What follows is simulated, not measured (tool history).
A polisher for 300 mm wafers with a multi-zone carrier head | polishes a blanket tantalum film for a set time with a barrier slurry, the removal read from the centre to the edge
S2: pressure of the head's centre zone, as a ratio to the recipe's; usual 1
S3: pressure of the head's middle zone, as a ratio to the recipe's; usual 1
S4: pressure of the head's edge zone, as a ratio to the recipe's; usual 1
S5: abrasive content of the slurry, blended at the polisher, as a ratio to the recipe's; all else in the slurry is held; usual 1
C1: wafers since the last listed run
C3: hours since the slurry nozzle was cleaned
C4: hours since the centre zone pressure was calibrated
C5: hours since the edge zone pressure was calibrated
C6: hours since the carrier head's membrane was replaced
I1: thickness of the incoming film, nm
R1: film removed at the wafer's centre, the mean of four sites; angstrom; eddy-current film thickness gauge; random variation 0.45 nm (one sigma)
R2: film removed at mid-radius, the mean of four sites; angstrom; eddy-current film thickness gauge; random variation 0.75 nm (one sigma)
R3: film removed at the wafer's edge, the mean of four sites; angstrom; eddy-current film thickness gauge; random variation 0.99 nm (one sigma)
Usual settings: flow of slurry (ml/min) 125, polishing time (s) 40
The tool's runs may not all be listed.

run 1 hour=0 | flow_of_slurry_(ml/min)=125 S2=1 S3=1 S4=1 S5=1 polishing_time_(s)=40 | C1=0 wafers_polished_on_this_pad=438 C3=862.3 C4=1152 C5=700.3 C6=473.1 | I1=177.8 | R1=614 R2=601 R3=623
-- hour=3.2 edge zone pressure recalibrated
run 2 hour=17.1 | flow_of_slurry_(ml/min)=125 S2=1 S3=1 S4=1 S5=1 polishing_time_(s)=40 | C1=203 wafers_polished_on_this_pad=641 C3=879.4 C4=1169.1 C5=13.9 C6=490.2 | I1=182.2 | R1=611 R2=586 R3=620
run 3 hour=30.2 | flow_of_slurry_(ml/min)=125 S2=1 S3=1 S4=1 S5=1 polishing_time_(s)=40 | C1=176 wafers_polished_on_this_pad=818 C3=892.5 C4=1182.2 C5=27 C6=503.3 | I1=180.4 | R1=607 R2=603 R3=620
-- hour=38.4 carrier head's membrane replaced by a new one
run 4 hour=38.7 | flow_of_slurry_(ml/min)=125 S2=0.91 S3=1 S4=1 S5=1 polishing_time_(s)=40 | C1=47 wafers_polished_on_this_pad=865 C3=901 C4=1190.7 C5=35.5 C6=0.3 | I1=179.8 | R1=569 R2=585 R3=615
-- hour=48.8 worn pad replaced by a new one
run 5 hour=54.9 | flow_of_slurry_(ml/min)=125 S2=0.91 S3=1 S4=1 S5=1 polishing_time_(s)=40 | C1=164 wafers_polished_on_this_pad=82 C3=917.2 C4=1206.9 C5=51.7 C6=16.5 | I1=180.1 | R1=566 R2=578 R3=613
run 6 hour=62.4 | flow_of_slurry_(ml/min)=125 S2=1 S3=1 S4=1 S5=1 polishing_time_(s)=40 | C1=100 wafers_polished_on_this_pad=183 C3=924.7 C4=1214.4 C5=59.2 C6=24 | I1=181 | R1=607 R2=594 R3=614
-- hour=68.2 slurry nozzle cleaned
run 7 hour=73.4 | flow_of_slurry_(ml/min)=125 S2=1 S3=1 S4=1 S5=1 polishing_time_(s)=40 | C1=134 wafers_polished_on_this_pad=318 C3=5.2 C4=1225.4 C5=70.2 C6=35 | I1=176.9 | R1=672 R2=643 R3=657
run 8 hour=83.9 | flow_of_slurry_(ml/min)=125 S2=1 S3=1 S4=1 S5=1 polishing_time_(s)=40 | C1=141 wafers_polished_on_this_pad=459 C3=15.7 C4=1235.9 C5=80.7 C6=45.5 | I1=179.8 | R1=673 R2=645 R3=647
-- hour=89.4 centre zone pressure recalibrated
run 9 hour=98.7 | flow_of_slurry_(ml/min)=125 S2=0.96 S3=1 S4=1 S5=0.85 polishing_time_(s)=35 | C1=172 wafers_polished_on_this_pad=631 C3=30.5 C4=9.3 C5=95.5 C6=60.3 | I1=179.4 | R1=532 R2=520 R3=526
run 10 hour=105.3 | flow_of_slurry_(ml/min)=125 S2=1 S3=1 S4=1.06 S5=1 polishing_time_(s)=27 | C1=88 wafers_polished_on_this_pad=720 C3=37.1 C4=15.9 C5=102.1 C6=66.9 | I1=181.7 | R1=457 R2=435 R3=446
-- hour=120.7 worn pad replaced by a new one
run 11 hour=121.7 | flow_of_slurry_(ml/min)=125 S2=1 S3=1 S4=1 S5=0.85 polishing_time_(s)=40 | C1=166 wafers_polished_on_this_pad=14 C3=53.5 C4=32.3 C5=118.5 C6=83.3 | I1=180.6 | R1=625 R2=591 R3=604
run 12 hour=135.5 | flow_of_slurry_(ml/min)=125 S2=1 S3=0.96 S4=1 S5=1 polishing_time_(s)=50 | C1=185 wafers_polished_on_this_pad=199 C3=67.3 C4=46.1 C5=132.3 C6=97.1 | I1=179.9 | R1=842 R2=795 R3=812
run 13 hour=152.8 | flow_of_slurry_(ml/min)=125 S2=1 S3=1 S4=1 S5=1.15 polishing_time_(s)=40 | C1=232 wafers_polished_on_this_pad=432 C3=84.6 C4=63.4 C5=149.6 C6=114.4 | I1=181 | R1=715 R2=684 R3=695
run 14 hour=162.8 | flow_of_slurry_(ml/min)=125 S2=1 S3=0.89 S4=0.88 S5=1 polishing_time_(s)=40 | C1=134 wafers_polished_on_this_pad=567 C3=94.6 C4=73.4 C5=159.6 C6=124.4 | I1=181.6 | R1=674 R2=604 R3=618
run 15 hour=180.7 | flow_of_slurry_(ml/min)=145 S2=1 S3=1 S4=1 S5=1.2 polishing_time_(s)=29 | C1=241 wafers_polished_on_this_pad=808 C3=112.5 C4=91.3 C5=177.5 C6=142.3 | I1=180.6 | R1=548 R2=517 R3=510
-- hour=186.2 worn pad replaced by a new one
run 16 hour=196.9 | flow_of_slurry_(ml/min)=125 S2=1 S3=1 S4=1 S5=1 polishing_time_(s)=40 | C1=164 wafers_polished_on_this_pad=144 C3=128.7 C4=107.5 C5=193.7 C6=158.5 | I1=180.9 | R1=665 R2=649 R3=659
run 17 hour=204.3 | flow_of_slurry_(ml/min)=125 S2=1 S3=1 S4=1.06 S5=1 polishing_time_(s)=40 | C1=99 wafers_polished_on_this_pad=243 C3=136.1 C4=114.9 C5=201.1 C6=165.9 | I1=180.9 | R1=667 R2=653 R3=673
run 18 hour=212.1 | flow_of_slurry_(ml/min)=160 S2=1 S3=1 S4=1.05 S5=1 polishing_time_(s)=40 | C1=105 wafers_polished_on_this_pad=348 C3=143.9 C4=122.7 C5=208.9 C6=173.7 | I1=179.8 | R1=714 R2=695 R3=692
run 19 hour=219.1 | flow_of_slurry_(ml/min)=125 S2=1 S3=1 S4=1.1 S5=1 polishing_time_(s)=32 | C1=94 wafers_polished_on_this_pad=443 C3=150.9 C4=129.7 C5=215.9 C6=180.7 | I1=179.7 | R1=539 R2=518 R3=533
run 20 hour=234.8 | flow_of_slurry_(ml/min)=125 S2=1 S3=1 S4=1 S5=1 polishing_time_(s)=40 | C1=211 wafers_polished_on_this_pad=654 C3=166.6 C4=145.4 C5=231.6 C6=196.4 | I1=179.9 | R1=671 R2=646 R3=644
run 21 hour=250.6 | flow_of_slurry_(ml/min)=125 S2=1 S3=1 S4=1 S5=1 polishing_time_(s)=27 | C1=212 wafers_polished_on_this_pad=867 C3=182.4 C4=161.2 C5=247.4 C6=212.2 | I1=178.7 | R1=451 R2=433 R3=433
run 22 hour=258.7 | flow_of_slurry_(ml/min)=110 S2=1 S3=1 S4=1 S5=1.25 polishing_time_(s)=40 | C1=109 wafers_polished_on_this_pad=976 C3=190.5 C4=169.3 C5=255.5 C6=220.3 | I1=176.8 | R1=705 R2=680 R3=704

4 ways to go on from here, each from the tool as it stands after run 22. What would each give?
run A hour=259.1 | flow_of_slurry_(ml/min)=170 S2=1 S3=1 S4=1 S5=1 polishing_time_(s)=40 | C1=5 wafers_polished_on_this_pad=981 C3=190.9 C4=169.7 C5=255.9 C6=220.7 | I1=178.7 | R1=? R2=? R3=?
run B hour=259.1 | flow_of_slurry_(ml/min)=125 S2=1 S3=0.97 S4=1 S5=1 polishing_time_(s)=40 | C1=5 wafers_polished_on_this_pad=981 C3=190.9 C4=169.7 C5=255.9 C6=220.7 | I1=178.7 | R1=? R2=? R3=?
run C hour=259.1 | flow_of_slurry_(ml/min)=125 S2=1 S3=1 S4=1 S5=1.1 polishing_time_(s)=40 | C1=5 wafers_polished_on_this_pad=981 C3=190.9 C4=169.7 C5=255.9 C6=220.7 | I1=178.7 | R1=? R2=? R3=?
run D hour=259.1 | flow_of_slurry_(ml/min)=125 S2=1 S3=1 S4=1 S5=0.9 polishing_time_(s)=40 | C1=5 wafers_polished_on_this_pad=981 C3=190.9 C4=169.7 C5=255.9 C6=220.7 | I1=178.7 | R1=? R2=? R3=?

run=A R1=715 R2=694 R3=682
run=B R1=661 R2=637 R3=650
run=C R1=688 R2=674 R3=676
run=D R1=628 R2=615 R3=617
Without the tool's hidden state the same runs would have given:
run=A R1=725 R2=703 R3=689
run=B R1=674 R2=648 R3=658
run=C R1=701 R2=685 R3=684
run=D R1=640 R2=626 R3=624

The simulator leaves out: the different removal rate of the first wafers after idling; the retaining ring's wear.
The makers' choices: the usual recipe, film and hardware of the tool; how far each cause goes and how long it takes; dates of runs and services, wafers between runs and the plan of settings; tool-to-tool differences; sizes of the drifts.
